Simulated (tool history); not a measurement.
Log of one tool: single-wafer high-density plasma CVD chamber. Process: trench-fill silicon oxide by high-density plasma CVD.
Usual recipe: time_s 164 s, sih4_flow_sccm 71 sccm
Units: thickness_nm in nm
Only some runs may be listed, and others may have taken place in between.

run      day  time_s  sih4_flow_sccm  read-back reference wafer on the same gauge, thickness_nm  thickness_nm
  1        0     164              71                                                   1270.918      1073.032
  2      3.6     164              71                                                   1269.605      1069.629
  3    5.229     164              75                                                   1269.827      1132.794
  4    8.767     148              71                                                   1269.618       965.162
  5   12.842     164              71                                                   1269.865      1070.608
  6   25.533     164              71                                                   1271.424      1069.329
  7   28.912     164              71                                                   1268.753      1061.779
  8   32.479     164              67                                                    1270.52       1003.14
  9   34.829     164              67                                                   1269.417      1002.678
 10   36.971     164              78                                                   1270.808      1166.925
 11   39.275     164              78                                                   1271.017      1177.568
 12   40.908     164              71                                                   1269.046      1059.418
 13   43.871     164              71                                                   1270.425      1058.879
 14   48.108     164              71                                                   1269.965       1065.71
 15   51.571     164              71                                                   1269.894      1041.065
 16   54.196     164              71                                                   1270.722      1033.316
 17   57.754     164              71                                                   1269.221      1036.903
 18   59.683     164              71                                                   1270.123       1033.91
 19   62.138     164              71                                                   1270.017      1034.286
 20   63.912     140              71                                                   1267.764       878.016
 21   68.304     139              71                                                   1270.897       869.411
 22   71.004     139              71                                                   1269.533       869.067
 23   75.304     164              71                                                   1270.262      1025.786
 24     78.4     149              79                                                   1268.516      1026.674
 25    80.65     142              79                                                   1271.568       976.714
 26   83.712     192              81                                                   1268.475      1475.216
 27   86.117     178              75                                                   1269.858      1256.976
 28   88.762     148              58                                                   1269.405       807.765
 29   93.204     143              71                                                   1268.526       953.664
 30   97.417     196              83                                                   1270.552      1516.262
 31  101.246     175              62                                                   1269.864       1008.41
 32  103.996     164              71                                                   1267.926      1084.576
 33  106.296     164              79                                                   1270.725      1206.096
 34  115.183     155              61                                                   1271.266        877.15
 35  119.667     146              61                                                   1269.373       824.899
 36  129.954     152              79                                                    1271.62      1113.074
 37   132.95     164              60                                                   1270.454       912.757
 38  136.658     164              71                                                   1268.501       1077.41
 39  138.817     164              71                                                   1269.601      1071.928
 40    141.3     164              71                                                     1269.8      1073.844
 41  145.779     164              84                                                   1269.692        1268.4
 42  149.325     191              80                                                   1270.134      1411.962
 43  152.296     164              67                                                   1268.883      1007.241
 44  154.825     164              61                                                   1268.654       941.835
 45  157.338     164              71                                                   1269.892       1096.23

Removed from this log: 4 entries logged between the listed runs. Between which two listed runs does each belong, and how does the tool's hidden state at the listed run before it compare with that at the listed run after it?
Run 14 -> run 15: silane flow controller replaced (day 49.088)
  delivered silane flow above the setpoint (%): -3.1 -> -5.09
  the result without the hidden state subtracted from the measured one, thickness_nm: -34.08 -> -55.787 nm
Run 23 -> run 24: gauge calibrated (day 77.042)
  delivered silane flow above the setpoint (%): -6.88 -> -7
  the result without the hidden state subtracted from the measured one, thickness_nm: -75.737 -> -77.254 nm
Run 25 -> run 26: silane flow controller replaced, repeated, since the last time left the tool worse (day 82.067)
  delivered silane flow above the setpoint (%): -7.08 -> 0.535
  the result without the hidden state subtracted from the measured one, thickness_nm: -74.388 -> +7.854 nm
Run 43 -> run 44: silane flow controller replaced (day 154.804)
  delivered silane flow above the setpoint (%): -2.17 -> -0.0481
  the result without the hidden state subtracted from the measured one, thickness_nm: -22.383 -> -0.454 nm

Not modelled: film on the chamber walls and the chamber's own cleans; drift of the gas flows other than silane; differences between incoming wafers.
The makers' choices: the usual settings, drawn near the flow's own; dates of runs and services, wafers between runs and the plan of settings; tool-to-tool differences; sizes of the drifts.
